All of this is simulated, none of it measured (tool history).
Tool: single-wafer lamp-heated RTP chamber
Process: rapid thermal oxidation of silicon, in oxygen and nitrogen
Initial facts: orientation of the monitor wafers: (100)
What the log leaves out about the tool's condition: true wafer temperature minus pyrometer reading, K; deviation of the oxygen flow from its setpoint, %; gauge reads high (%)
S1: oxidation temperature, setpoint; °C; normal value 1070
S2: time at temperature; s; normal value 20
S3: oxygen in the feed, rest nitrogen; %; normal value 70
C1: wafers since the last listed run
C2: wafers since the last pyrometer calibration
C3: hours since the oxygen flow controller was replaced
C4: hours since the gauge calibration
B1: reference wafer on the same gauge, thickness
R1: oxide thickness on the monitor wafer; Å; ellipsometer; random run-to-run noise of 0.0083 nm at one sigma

run     day    S1  S2  S3    C1    C2      C3      C4     B1     R1
  1   0.000  1080  23  70     0  2402  5514.7  1058.3  5.871  62.84
  2   4.275  1070  20  70   899  3301  5617.3  1160.9  5.870  55.51
  3   8.642  1070  26  70   918  4220  5722.1  1265.7  5.872  62.15
  4  10.958  1070  20  70   487  4707  5777.7  1321.3  5.870  55.72
  5  15.054  1070  20  70   861  5569  5876.0  1419.6  5.868  55.77
  6  18.233  1070  20  70   668  6237  5952.3  1495.9  5.870  55.85
  7  21.121  1070  20  70   607  6845  6021.6  1565.2  5.870  55.91
  8  22.842  1070  20  70   362  7207  6062.9  1606.5  5.871  56.04
  9  24.933  1070  20  70   440  7647  6113.1  1656.7  5.869  55.99
     30.304  -- gauge calibrated
     34.004  -- oxygen flow controller replaced
     35.433  -- pyrometer window cleaned and pyrometer calibrated
 10  36.842  1070  20  54  2364   296    68.1   156.9  5.870  50.65
 11  40.079  1070  20  70   681   977   145.8   234.6  5.870  55.61
 12  48.596  1070  20  70  1791  2769   350.2   439.0  5.871  55.47
 13  51.988  1070  20  70   713  3482   431.6   520.4  5.869  55.54

What does the tool deliver on the next run?
 14  53.762  1089  17  50  373  3856  474.2  563.0   ?   ?

{"run 14": {"B1": 5.87, "R1": 52.37}}
Without the tool's hidden state the same run would have given R1 52.23 Å.

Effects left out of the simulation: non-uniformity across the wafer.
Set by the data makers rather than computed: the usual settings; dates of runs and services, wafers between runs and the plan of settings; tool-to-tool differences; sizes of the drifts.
